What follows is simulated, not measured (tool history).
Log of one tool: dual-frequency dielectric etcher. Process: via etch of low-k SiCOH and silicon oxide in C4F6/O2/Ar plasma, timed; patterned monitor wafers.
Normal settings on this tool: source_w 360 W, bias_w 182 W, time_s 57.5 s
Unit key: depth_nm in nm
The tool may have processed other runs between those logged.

| run | hour | source_w | bias_w | time_s | wafers since the last listed run | hours since the last wet clean | hours since the last source power generator calibration | hours since the last bias power generator calibration | hours since the last upper electrode change | hours since the gauge calibration | read-back reference wafer on the same gauge, depth_nm | depth_nm |
|---|---|---|---|---|---|---|---|---|---|---|---|---|
| 1 | 0 | 360 | 194 | 57.5 | 0 | 102.6 | 4379 | 3227 | 3700.5 | 759.1 | 190 | 159.5 |
| 2 | 19.3 | 360 | 194 | 57.5 | 324 | 121.9 | 4398.3 | 3246.3 | 3719.8 | 778.4 | 190 | 160.7 |
|  | 44.9 | wet clean of the chamber, repeated, since the last time left the tool worse |
| 3 | 51.5 | 390 | 182 | 57.5 | 137 | 6.6 | 4430.5 | 3278.5 | 3752 | 810.6 | 190.2 | 168.5 |
| 4 | 65.4 | 390 | 182 | 57.5 | 233 | 20.5 | 4444.4 | 3292.4 | 3765.9 | 824.5 | 189.9 | 168.3 |
| 5 | 80.9 | 390 | 182 | 57.5 | 260 | 36 | 4459.9 | 3307.9 | 3781.4 | 840 | 190.2 | 168.5 |
| 6 | 102.6 | 360 | 182 | 57.5 | 364 | 57.7 | 4481.6 | 3329.6 | 3803.1 | 861.7 | 189.9 | 161.4 |
|  | 122.6 | bias power generator calibrated |
| 7 | 138 | 360 | 182 | 57.5 | 527 | 93.1 | 4517 | 15.4 | 3838.5 | 897.1 | 189.8 | 162.3 |
| 8 | 157.7 | 360 | 182 | 57.5 | 330 | 112.8 | 4536.7 | 35.1 | 3858.2 | 916.8 | 189.9 | 161.9 |
| 9 | 186 | 360 | 167 | 57.5 | 475 | 141.1 | 4565 | 63.4 | 3886.5 | 945.1 | 190.1 | 158 |
| 10 | 206.4 | 360 | 182 | 57.5 | 342 | 161.5 | 4585.4 | 83.8 | 3906.9 | 965.5 | 190 | 163 |
| 11 | 225.8 | 360 | 182 | 57.5 | 325 | 180.9 | 4604.8 | 103.2 | 3926.3 | 984.9 | 190.1 | 162.9 |
| 12 | 255.5 | 360 | 182 | 57.5 | 498 | 210.6 | 4634.5 | 132.9 | 3956 | 1014.6 | 190 | 164.1 |
| 13 | 267.5 | 360 | 182 | 53 | 201 | 222.6 | 4646.5 | 144.9 | 3968 | 1026.6 | 190 | 150.6 |
| 14 | 294.8 | 360 | 182 | 57.5 | 458 | 249.9 | 4673.8 | 172.2 | 3995.3 | 1053.9 | 190.1 | 163.3 |
| 15 | 309.3 | 360 | 215 | 57.5 | 243 | 264.4 | 4688.3 | 186.7 | 4009.8 | 1068.4 | 189.9 | 174 |
| 16 | 342.2 | 360 | 136 | 57.5 | 552 | 297.3 | 4721.2 | 219.6 | 4042.7 | 1101.3 | 189.9 | 150.5 |
| 17 | 363.2 | 360 | 143 | 57.5 | 352 | 318.3 | 4742.2 | 240.6 | 4063.7 | 1122.3 | 190.1 | 152.9 |
| 18 | 382.7 | 360 | 182 | 57.5 | 327 | 337.8 | 4761.7 | 260.1 | 4083.2 | 1141.8 | 190 | 165.3 |
|  | 387.6 | source power generator calibrated |
|  | 409.9 | upper electrode replaced |
| 19 | 410.4 | 360 | 182 | 57.5 | 22 | 365.5 | 22.8 | 287.8 | 0.5 | 1169.5 | 189.8 | 164.8 |
| 20 | 437.2 | 440 | 145 | 72 | 450 | 392.3 | 49.6 | 314.6 | 27.3 | 1196.3 | 190.1 | 210.8 |
|  | 467.7 | gauge calibrated |
|  | 475.7 | wet clean of the chamber |
| 21 | 476.2 | 360 | 182 | 72.5 | 252 | 0.5 | 88.6 | 353.6 | 66.3 | 8.5 | 190 | 203.2 |
| 22 | 553.4 | 360 | 156 | 57.5 | 1296 | 77.7 | 165.8 | 430.8 | 143.5 | 85.7 | 190.1 | 154.3 |
| 23 | 566.7 | 400 | 182 | 57.5 | 223 | 91 | 179.1 | 444.1 | 156.8 | 99 | 189.8 | 169.3 |
| 24 | 601.5 | 270 | 139 | 74.5 | 584 | 125.8 | 213.9 | 478.9 | 191.6 | 133.8 | 190.2 | 168.2 |
| 25 | 624.7 | 360 | 182 | 72 | 389 | 149 | 237.1 | 502.1 | 214.8 | 157 | 190.3 | 203.8 |
| 26 | 658.5 | 280 | 197 | 43.5 | 567 | 182.8 | 270.9 | 535.9 | 248.6 | 190.8 | 190 | 112 |
| 27 | 693.4 | 390 | 200 | 57.5 | 586 | 217.7 | 305.8 | 570.8 | 283.5 | 225.7 | 190.1 | 174.1 |
| 28 | 707.7 | 360 | 182 | 57.5 | 240 | 232 | 320.1 | 585.1 | 297.8 | 240 | 190.1 | 163.4 |
| 29 | 732 | 390 | 182 | 57.5 | 408 | 256.3 | 344.4 | 609.4 | 322.1 | 264.3 | 189.9 | 169.8 |

What the log doesn't show, run by run:
source power that arrives over what is set, %: 0 in every run
bias power that arrives over what is set, %: 0 in every run
gauge reads high (%): 0 in every run
H1: etch rate over this chamber's usual, %
| run | H1 |
|---|---|
| 1 | -3.62 |
| 2 | -3.53 |
| 3 | -0.127 |
| 4 | -0.0567 |
| 5 | 0.022 |
| 6 | 0.132 |
| 7 | 0.312 |
| 8 | 0.412 |
| 9 | 0.555 |
| 10 | 0.659 |
| 11 | 0.757 |
| 12 | 0.908 |
| 13 | 0.969 |
| 14 | 1.11 |
| 15 | 1.18 |
| 16 | 1.35 |
| 17 | 1.45 |
| 18 | 1.55 |
| 19 | 1.69 |
| 20 | 1.83 |
| 21 | -0.665 |
| 22 | -0.273 |
| 23 | -0.206 |
| 24 | -0.0294 |
| 25 | 0.0884 |
| 26 | 0.26 |
| 27 | 0.437 |
| 28 | 0.51 |
| 29 | 0.633 |
